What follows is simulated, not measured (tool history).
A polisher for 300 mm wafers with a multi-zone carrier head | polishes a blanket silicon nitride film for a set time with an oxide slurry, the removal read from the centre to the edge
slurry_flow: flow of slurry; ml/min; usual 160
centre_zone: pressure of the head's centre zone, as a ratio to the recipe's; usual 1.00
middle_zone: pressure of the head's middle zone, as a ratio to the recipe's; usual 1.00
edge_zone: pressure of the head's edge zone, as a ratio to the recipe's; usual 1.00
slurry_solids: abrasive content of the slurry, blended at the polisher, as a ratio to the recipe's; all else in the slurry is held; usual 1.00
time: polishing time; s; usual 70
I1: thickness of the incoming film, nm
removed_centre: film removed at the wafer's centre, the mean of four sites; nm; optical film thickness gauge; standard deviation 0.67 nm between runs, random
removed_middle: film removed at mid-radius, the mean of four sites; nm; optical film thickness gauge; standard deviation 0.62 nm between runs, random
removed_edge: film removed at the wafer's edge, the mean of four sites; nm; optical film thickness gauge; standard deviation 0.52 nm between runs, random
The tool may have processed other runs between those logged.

run 1 day=0.000 | slurry_flow=160 centre_zone=1.00 middle_zone=1.00 edge_zone=1.04 slurry_solids=1.00 time=70 | I1=437.3 | removed_centre=40.6 removed_middle=44.9 removed_edge=45.4
run 2 day=0.450 | slurry_flow=160 centre_zone=1.00 middle_zone=1.00 edge_zone=1.04 slurry_solids=1.00 time=70 | I1=441.8 | removed_centre=41.5 removed_middle=45.2 removed_edge=46.0
run 3 day=1.108 | slurry_flow=160 centre_zone=1.00 middle_zone=1.00 edge_zone=1.04 slurry_solids=1.00 time=70 | I1=439.2 | removed_centre=41.0 removed_middle=44.8 removed_edge=45.5
-- day=1.367 centre zone pressure recalibrated
-- day=1.617 edge zone pressure recalibrated
run 4 day=1.671 | slurry_flow=160 centre_zone=1.00 middle_zone=1.00 edge_zone=1.00 slurry_solids=1.00 time=70 | I1=444.0 | removed_centre=46.5 removed_middle=45.0 removed_edge=45.8
run 5 day=2.404 | slurry_flow=160 centre_zone=1.00 middle_zone=1.00 edge_zone=1.00 slurry_solids=1.10 time=70 | I1=439.5 | removed_centre=47.9 removed_middle=47.6 removed_edge=47.0
-- day=2.592 worn pad replaced by a new one
run 6 day=2.883 | slurry_flow=160 centre_zone=1.00 middle_zone=1.00 edge_zone=1.00 slurry_solids=1.00 time=82 | I1=430.9 | removed_centre=53.3 removed_middle=52.8 removed_edge=53.9
run 7 day=3.392 | slurry_flow=160 centre_zone=1.00 middle_zone=1.00 edge_zone=1.00 slurry_solids=1.00 time=70 | I1=435.8 | removed_centre=46.9 removed_middle=45.1 removed_edge=44.8
run 8 day=3.721 | slurry_flow=160 centre_zone=0.91 middle_zone=1.00 edge_zone=1.00 slurry_solids=1.00 time=80 | I1=436.2 | removed_centre=48.1 removed_middle=53.5 removed_edge=51.2
run 9 day=4.104 | slurry_flow=160 centre_zone=1.00 middle_zone=1.00 edge_zone=1.00 slurry_solids=1.00 time=70 | I1=446.4 | removed_centre=45.6 removed_middle=45.5 removed_edge=45.0
run 10 day=4.554 | slurry_flow=160 centre_zone=1.00 middle_zone=1.00 edge_zone=1.00 slurry_solids=1.00 time=70 | I1=434.3 | removed_centre=46.4 removed_middle=45.8 removed_edge=45.4
run 11 day=4.975 | slurry_flow=160 centre_zone=1.00 middle_zone=1.00 edge_zone=1.00 slurry_solids=0.80 time=70 | I1=443.2 | removed_centre=42.0 removed_middle=42.9 removed_edge=40.9
run 12 day=5.542 | slurry_flow=105 centre_zone=1.00 middle_zone=1.00 edge_zone=1.00 slurry_solids=0.90 time=70 | I1=435.2 | removed_centre=38.9 removed_middle=38.8 removed_edge=40.2
run 13 day=6.142 | slurry_flow=205 centre_zone=1.00 middle_zone=1.00 edge_zone=1.00 slurry_solids=1.00 time=70 | I1=438.5 | removed_centre=48.9 removed_middle=46.6 removed_edge=47.1
run 14 day=6.454 | slurry_flow=180 centre_zone=0.97 middle_zone=1.00 edge_zone=1.06 slurry_solids=0.70 time=70 | I1=438.6 | removed_centre=38.5 removed_middle=40.1 removed_edge=40.6
-- day=7.079 worn pad replaced by a new one
run 15 day=7.200 | slurry_flow=160 centre_zone=0.97 middle_zone=0.92 edge_zone=1.00 slurry_solids=1.00 time=70 | I1=437.7 | removed_centre=43.9 removed_middle=44.5 removed_edge=45.3
run 16 day=7.758 | slurry_flow=210 centre_zone=0.92 middle_zone=0.89 edge_zone=0.92 slurry_solids=1.00 time=70 | I1=447.4 | removed_centre=42.7 removed_middle=45.6 removed_edge=44.4
run 17 day=8.079 | slurry_flow=195 centre_zone=0.90 middle_zone=1.06 edge_zone=1.00 slurry_solids=1.00 time=64 | I1=435.8 | removed_centre=38.6 removed_middle=44.1 removed_edge=41.7
run 18 day=8.346 | slurry_flow=195 centre_zone=1.00 middle_zone=1.11 edge_zone=0.89 slurry_solids=1.00 time=70 | I1=440.7 | removed_centre=45.5 removed_middle=49.5 removed_edge=43.7
run 19 day=9.008 | slurry_flow=160 centre_zone=1.00 middle_zone=0.92 edge_zone=0.89 slurry_solids=1.00 time=94 | I1=442.2 | removed_centre=60.1 removed_middle=59.9 removed_edge=56.7
run 20 day=9.500 | slurry_flow=160 centre_zone=0.96 middle_zone=1.00 edge_zone=1.00 slurry_solids=1.00 time=70 | I1=443.5 | removed_centre=43.2 removed_middle=45.0 removed_edge=45.3
run 21 day=9.846 | slurry_flow=160 centre_zone=1.00 middle_zone=1.00 edge_zone=1.00 slurry_solids=1.00 time=70 | I1=443.9 | removed_centre=43.9 removed_middle=44.7 removed_edge=45.2
run 22 day=10.233 | slurry_flow=160 centre_zone=1.00 middle_zone=1.11 edge_zone=0.91 slurry_solids=1.30 time=70 | I1=439.0 | removed_centre=48.4 removed_middle=51.5 removed_edge=46.6

Forecast each of these 4 alternatives for the next run:
run A day=10.250 | slurry_flow=160 centre_zone=1.00 middle_zone=1.00 edge_zone=1.00 slurry_solids=1.00 time=70 | I1=449.6 | removed_centre=? removed_middle=? removed_edge=?
run B day=10.250 | slurry_flow=160 centre_zone=1.00 middle_zone=1.00 edge_zone=1.00 slurry_solids=1.25 time=70 | I1=449.6 | removed_centre=? removed_middle=? removed_edge=?
run C day=10.250 | slurry_flow=110 centre_zone=0.91 middle_zone=1.00 edge_zone=1.12 slurry_solids=1.00 time=92 | I1=449.6 | removed_centre=? removed_middle=? removed_edge=?
run D day=10.250 | slurry_flow=115 centre_zone=0.91 middle_zone=1.09 edge_zone=1.00 slurry_solids=1.00 time=70 | I1=449.6 | removed_centre=? removed_middle=? removed_edge=?

run=A removed_centre=43.9 removed_middle=45.5 removed_edge=44.9
run=B removed_centre=48.0 removed_middle=49.6 removed_edge=49.0
run=C removed_centre=47.2 removed_middle=54.4 removed_edge=58.4
run=D removed_centre=36.5 removed_middle=43.8 removed_edge=42.4
Stripped of hidden state, with their random variation kept, the same runs would have yielded:
run=A removed_centre=46.2 removed_middle=45.4 removed_edge=44.9
run=B removed_centre=50.4 removed_middle=49.6 removed_edge=49.0
run=C removed_centre=49.7 removed_middle=54.4 removed_edge=58.4
run=D removed_centre=38.4 removed_middle=43.8 removed_edge=42.4
